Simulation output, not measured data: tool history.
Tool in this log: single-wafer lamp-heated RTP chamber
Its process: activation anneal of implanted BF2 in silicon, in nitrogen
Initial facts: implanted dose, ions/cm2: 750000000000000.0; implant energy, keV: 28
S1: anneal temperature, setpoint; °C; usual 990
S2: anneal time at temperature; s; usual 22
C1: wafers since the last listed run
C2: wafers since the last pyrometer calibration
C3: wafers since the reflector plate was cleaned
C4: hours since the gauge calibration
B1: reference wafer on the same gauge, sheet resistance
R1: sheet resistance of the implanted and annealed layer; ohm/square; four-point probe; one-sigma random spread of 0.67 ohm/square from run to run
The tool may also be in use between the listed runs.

run 1 hour=0 | S1=990 S2=22 | C1=0 C2=2818 C3=6532 C4=902.9 | B1=222.04 | R1=205.3
run 2 hour=38.2 | S1=990 S2=22 | C1=386 C2=3204 C3=6918 C4=941.1 | B1=221.93 | R1=204.62
run 3 hour=95.1 | S1=990 S2=14 | C1=575 C2=3780 C3=7494 C4=998 | B1=221.78 | R1=210.63
run 4 hour=120.8 | S1=990 S2=14 | C1=260 C2=4040 C3=7754 C4=1023.7 | B1=222.06 | R1=210.8
run 5 hour=173.9 | S1=990 S2=14 | C1=537 C2=4577 C3=8291 C4=1076.8 | B1=221.79 | R1=210.97
run 6 hour=238.6 | S1=982 S2=19 | C1=654 C2=5231 C3=8945 C4=1141.5 | B1=221.84 | R1=213.78
run 7 hour=292.6 | S1=990 S2=22 | C1=546 C2=5778 C3=9492 C4=1195.5 | B1=221.99 | R1=204.41
run 8 hour=363.6 | S1=990 S2=22 | C1=718 C2=6496 C3=10210 C4=1266.5 | B1=222.25 | R1=205.92
run 9 hour=393.3 | S1=990 S2=22 | C1=300 C2=6797 C3=10510 C4=1296.2 | B1=222.01 | R1=204.86
run 10 hour=498.5 | S1=990 S2=22 | C1=1064 C2=7861 C3=11575 C4=1401.4 | B1=221.68 | R1=204.12
run 11 hour=545.9 | S1=990 S2=22 | C1=479 C2=8340 C3=12054 C4=1448.8 | B1=222.11 | R1=206.6
-- hour=556 pyrometer window cleaned and pyrometer calibrated
run 12 hour=609 | S1=990 S2=22 | C1=557 C2=536 C3=12612 C4=1511.9 | B1=222.3 | R1=202.27
run 13 hour=675.2 | S1=1007 S2=17 | C1=669 C2=1205 C3=13281 C4=1578.1 | B1=222.09 | R1=195.16
run 14 hour=727.3 | S1=1019 S2=22 | C1=527 C2=1732 C3=13809 C4=1630.2 | B1=222.19 | R1=186.42
run 15 hour=782.5 | S1=1017 S2=22 | C1=558 C2=2291 C3=14367 C4=1685.4 | B1=221.9 | R1=188.53
-- hour=817.4 gauge calibrated
-- hour=850.7 reflector plate cleaned
run 16 hour=851.3 | S1=1014 S2=22 | C1=615 C2=2906 C3=6 C4=33.9 | B1=222.23 | R1=187.77
-- hour=864.4 pyrometer window cleaned and pyrometer calibrated, repeated, since the last time left the tool worse
run 17 hour=902 | S1=1020 S2=26 | C1=431 C2=380 C3=438 C4=84.6 | B1=221.85 | R1=188.72
run 18 hour=938.1 | S1=974 S2=27 | C1=365 C2=746 C3=803 C4=120.7 | B1=221.92 | R1=219.92
run 19 hour=977.8 | S1=979 S2=14 | C1=401 C2=1147 C3=1205 C4=160.4 | B1=221.97 | R1=221
run 20 hour=1045.6 | S1=990 S2=22 | C1=685 C2=1833 C3=1890 C4=228.2 | B1=222.18 | R1=207.31
run 21 hour=1114.2 | S1=990 S2=22 | C1=694 C2=2527 C3=2584 C4=296.8 | B1=222.09 | R1=206.49
run 22 hour=1242.9 | S1=990 S2=22 | C1=1302 C2=3829 C3=3886 C4=425.5 | B1=222.17 | R1=205.65
run 23 hour=1270 | S1=990 S2=22 | C1=274 C2=4103 C3=4161 C4=452.6 | B1=221.89 | R1=205.39
run 24 hour=1323 | S1=990 S2=22 | C1=536 C2=4639 C3=4697 C4=505.6 | B1=221.79 | R1=205.8
run 25 hour=1394.6 | S1=975 S2=10 | C1=724 C2=5364 C3=5421 C4=577.2 | B1=221.89 | R1=226.15
run 26 hour=1432.8 | S1=972 S2=22 | C1=386 C2=5750 C3=5808 C4=615.4 | B1=221.93 | R1=218.35
run 27 hour=1466.2 | S1=990 S2=18 | C1=337 C2=6088 C3=6146 C4=648.8 | B1=222.16 | R1=207.86
run 28 hour=1529.2 | S1=1017 S2=28 | C1=637 C2=6726 C3=6783 C4=711.8 | B1=221.94 | R1=187.14
-- hour=1566.3 pyrometer window cleaned and pyrometer calibrated
run 29 hour=1573.3 | S1=968 S2=22 | C1=365 C2=70 C3=7148 C4=755.9 | B1=221.61 | R1=228.44
run 30 hour=1600.9 | S1=1005 S2=12 | C1=279 C2=350 C3=7427 C4=783.5 | B1=221.85 | R1=203.88
run 31 hour=1642.4 | S1=981 S2=12 | C1=419 C2=769 C3=7847 C4=825 | B1=222.15 | R1=222.24
run 32 hour=1688.2 | S1=974 S2=22 | C1=463 C2=1233 C3=8311 C4=870.8 | B1=222.04 | R1=220.39
run 33 hour=1764.3 | S1=990 S2=22 | C1=769 C2=2003 C3=9080 C4=946.9 | B1=222 | R1=205.97

Run 34 comes next. What will it give?
run 34 hour=1792.2 | S1=990 S2=11 | C1=282 C2=2285 C3=9363 C4=974.8 | B1=? | R1=?

{"run 34": {"B1": 221.68, "R1": 212.18}}
Minus the tool's unlogged condition, the same run would have read R1 216.1 ohm/square.
